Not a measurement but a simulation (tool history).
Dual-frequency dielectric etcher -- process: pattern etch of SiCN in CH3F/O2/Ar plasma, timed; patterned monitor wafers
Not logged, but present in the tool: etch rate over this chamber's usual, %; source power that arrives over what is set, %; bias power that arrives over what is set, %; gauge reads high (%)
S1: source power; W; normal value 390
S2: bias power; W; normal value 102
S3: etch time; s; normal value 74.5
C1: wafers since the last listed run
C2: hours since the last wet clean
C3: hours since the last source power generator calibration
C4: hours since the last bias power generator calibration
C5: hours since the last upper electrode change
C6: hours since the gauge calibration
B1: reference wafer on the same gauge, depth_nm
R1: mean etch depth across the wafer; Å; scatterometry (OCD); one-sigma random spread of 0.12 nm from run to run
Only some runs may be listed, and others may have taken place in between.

run,day,S1,S2,S3,C1,C2,C3,C4,C5,C6,B1,R1
1,0.000,390,102,74.5,0,24.1,4042.0,2223.7,2598.1,1568.2,27.33,300.4
2,4.062,390,102,74.5,1296,121.6,4139.5,2321.2,2695.6,1665.7,27.27,298.1
3,6.767,390,102,74.5,862,186.5,4204.4,2386.1,2760.5,1730.6,27.30,301.5
# day 11.100: upper electrode replaced
4,11.121,390,102,74.5,1070,291.0,4308.9,2490.6,0.5,1835.1,27.28,298.9
5,12.621,340,102,74.5,478,327.0,4344.9,2526.6,36.5,1871.1,27.28,287.0
6,23.712,340,102,74.5,3539,593.2,4611.1,2792.8,302.7,2137.3,27.28,286.6
7,25.233,340,102,74.5,485,629.7,4647.6,2829.3,339.2,2173.8,27.30,286.6
# day 27.542: gauge calibrated
8,29.542,390,102,74.5,1374,733.1,4751.0,2932.7,442.6,48.0,27.29,301.7
# day 31.621: wet clean of the chamber
9,35.504,320,122,88.0,1583,93.2,4894.1,3075.8,585.7,191.1,27.33,363.4
# day 37.583: bias power generator calibrated
# day 37.629: source power generator calibrated
10,41.004,390,102,74.5,1686,225.2,81.0,82.1,717.7,323.1,27.32,299.5
11,42.750,390,102,59.0,557,267.1,122.9,124.0,759.6,365.0,27.31,236.7
12,45.512,390,102,74.5,881,333.4,189.2,190.3,825.9,431.3,27.30,303.2
13,48.442,390,112,74.5,934,403.7,259.5,260.6,896.2,501.6,27.32,316.6
14,51.221,390,102,74.5,886,470.4,326.2,327.3,962.9,568.3,27.28,302.1
# day 58.421: wet clean of the chamber
15,60.275,420,82,86.0,2569,44.5,543.5,544.6,1180.2,785.6,27.29,318.0
16,63.121,390,102,67.0,908,112.8,611.8,612.9,1248.5,853.9,27.30,271.1
17,66.300,440,80,84.0,1014,189.1,688.1,689.2,1324.8,930.2,27.30,310.7
18,70.367,460,114,74.5,1297,286.7,785.7,786.8,1422.4,1027.8,27.33,340.4
19,72.512,290,102,62.0,684,338.2,837.2,838.3,1473.9,1079.3,27.30,224.8
20,76.988,420,102,57.0,1427,445.6,944.6,945.7,1581.3,1186.7,27.34,235.3
21,79.304,390,102,74.5,739,501.2,1000.2,1001.3,1636.9,1242.3,27.29,300.5
22,83.146,460,111,57.0,1225,593.4,1092.4,1093.5,1729.1,1334.5,27.29,256.1
# day 88.183: wet clean of the chamber
23,88.204,390,77,86.0,1294,0.5,1213.8,1214.9,1850.5,1455.9,27.33,298.6
24,91.246,470,94,64.5,970,73.5,1286.8,1287.9,1923.5,1528.9,27.30,268.2
25,93.879,390,88,63.0,840,136.7,1350.0,1351.1,1986.7,1592.1,27.31,234.9
26,97.575,470,122,81.0,1179,225.4,1438.7,1439.8,2075.4,1680.8,27.30,382.1
27,100.221,390,113,74.5,844,288.9,1502.2,1503.3,2138.9,1744.3,27.29,319.5
28,103.167,320,118,94.0,939,359.6,1572.9,1574.0,2209.6,1815.0,27.30,378.9
29,106.862,340,121,74.5,1179,448.3,1661.6,1662.7,2298.3,1903.7,27.29,312.1
30,109.625,390,102,74.5,881,514.6,1727.9,1729.0,2364.6,1970.0,27.28,299.8

Forecast each of these 4 alternatives for the next run:
A,109.642,390,102,82.5,5,515.0,1728.3,1729.4,2365.0,1970.4,?,?
B,109.642,340,127,74.5,5,515.0,1728.3,1729.4,2365.0,1970.4,?,?
C,109.642,430,90,74.5,5,515.0,1728.3,1729.4,2365.0,1970.4,?,?
D,109.642,430,81,81.0,5,515.0,1728.3,1729.4,2365.0,1970.4,?,?

run,B1,R1
A,27.33,332.6
B,27.33,319.5
C,27.33,291.9
D,27.33,300.0
Without the tool's hidden state the same runs would have given:
run,R1
A,332.6
B,319.5
C,291.9
D,300.0
